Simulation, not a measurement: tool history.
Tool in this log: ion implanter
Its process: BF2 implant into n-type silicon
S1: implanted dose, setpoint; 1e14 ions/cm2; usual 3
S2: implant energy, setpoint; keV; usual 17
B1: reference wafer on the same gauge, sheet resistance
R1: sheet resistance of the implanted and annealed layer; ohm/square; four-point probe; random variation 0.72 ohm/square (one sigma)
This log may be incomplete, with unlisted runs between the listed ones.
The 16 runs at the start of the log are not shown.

At hour 196.1: extraction supply calibrated.
Run 17, hour 198.4: usual settings but S1 2.46 1e14 ions/cm2, S2 19 keV; B1 314.99. Result: R1 441.27 ohm/square.
Run 18, hour 215.7: usual settings but S1 3.85 1e14 ions/cm2, S2 14 keV; B1 315.06. Result: R1 315.83 ohm/square.
Run 19, hour 230.2: usual settings but S2 13 keV; B1 315.06. Result: R1 388.27 ohm/square.
Run 20, hour 246.6: usual settings but S1 2.7 1e14 ions/cm2, S2 13.5 keV; B1 315.19. Result: R1 421.57 ohm/square.
Run 21, hour 261.8: usual settings but S1 2.22 1e14 ions/cm2, S2 11 keV; B1 314.9. Result: R1 508.91 ohm/square.
Run 22, hour 268.3: usual settings; B1 314.95. Result: R1 376.1 ohm/square.
Run 23, hour 280.7: usual settings but S1 3.23 1e14 ions/cm2, S2 22 keV; B1 314.96. Result: R1 342.8 ohm/square.
Run 24, hour 289.5: usual settings but S1 2.62 1e14 ions/cm2, S2 15.5 keV; B1 314.97. Result: R1 425.88 ohm/square.

Run 25 is up next; what results do you expect?
Run 25, hour 329.8: usual settings but S1 2.55 1e14 ions/cm2, S2 20.5 keV; B1 ?. Result: R1 ?.

{"run 25": {"B1": 314.98, "R1": 424.66}}
If the tool had no hidden condition, the same run with the same run-to-run variation would have returned R1 405.1 ohm/square.
